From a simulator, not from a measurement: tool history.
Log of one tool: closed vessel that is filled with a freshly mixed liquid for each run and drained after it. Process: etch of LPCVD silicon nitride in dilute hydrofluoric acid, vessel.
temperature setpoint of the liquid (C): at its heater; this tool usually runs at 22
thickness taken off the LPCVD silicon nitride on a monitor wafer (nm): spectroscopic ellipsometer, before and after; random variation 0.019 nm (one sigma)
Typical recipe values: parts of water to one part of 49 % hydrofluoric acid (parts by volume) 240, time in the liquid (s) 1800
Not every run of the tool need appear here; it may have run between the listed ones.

run	hour	temperature setpoint of the liquid (C)	parts of water to one part of 49 % hydrofluoric acid (parts by volume)	time in the liquid (s)	read-back film thickness of the LPCVD silicon nitride reference wafer, read on the same gauge (nm)	thickness taken off the LPCVD silicon nitride on a monitor wafer (nm)
1	0	22	240	1800	119.991	3.178
2	14.3	22	240	1800	120.009	3.201
3	31.7	22	240	1800	119.953	3.243
4	45.1	22	240	1800	119.989	3.202
5	56	22	240	1800	119.958	3.191
6	70.2	22	240	1800	120.017	3.193
7	87.4	22	240	1800	119.996	3.222
# hour 95.4: hydrofluoric acid flow meter replaced
8	97.2	22	150	1800	119.993	5.469
9	115.1	26	180	1125	120.011	3.702
# hour 122.8: thermometer replaced
# hour 123.6: hydrofluoric acid flow meter replaced, repeated, since the last time left the tool worse
# hour 126.8: gauge calibrated
10	128.1	20	345	1285	120.028	1.307
11	143.3	22	240	1265	119.984	2.113
12	154.4	18	240	1800	120.021	2.288
13	169.9	25	320	2285	119.983	3.45
14	184.6	20	170	875	119.988	1.815
15	199.7	24	130	2855	120.022	9.934
16	217.3	22	240	1265	120.034	2.094

Predict each of these 4 candidate next runs independently; none follows another, all start after run 16:
A	218.5	22	240	1800	?	?
B	218.5	24	240	1800	?	?
C	218.5	22	345	1800	?	?
D	218.5	25	200	1800	?	?

run	read-back film thickness of the LPCVD silicon nitride reference wafer, read on the same gauge (nm)	thickness taken off the LPCVD silicon nitride on a monitor wafer (nm)
A	119.966	2.99
B	119.966	3.392
C	119.966	2.096
D	119.966	4.327
The same runs, with their run-to-run variation unchanged, on a tool lacking any hidden condition would have given:
run	thickness taken off the LPCVD silicon nitride on a monitor wafer (nm)
A	2.966
B	3.364
C	2.08
D	4.291

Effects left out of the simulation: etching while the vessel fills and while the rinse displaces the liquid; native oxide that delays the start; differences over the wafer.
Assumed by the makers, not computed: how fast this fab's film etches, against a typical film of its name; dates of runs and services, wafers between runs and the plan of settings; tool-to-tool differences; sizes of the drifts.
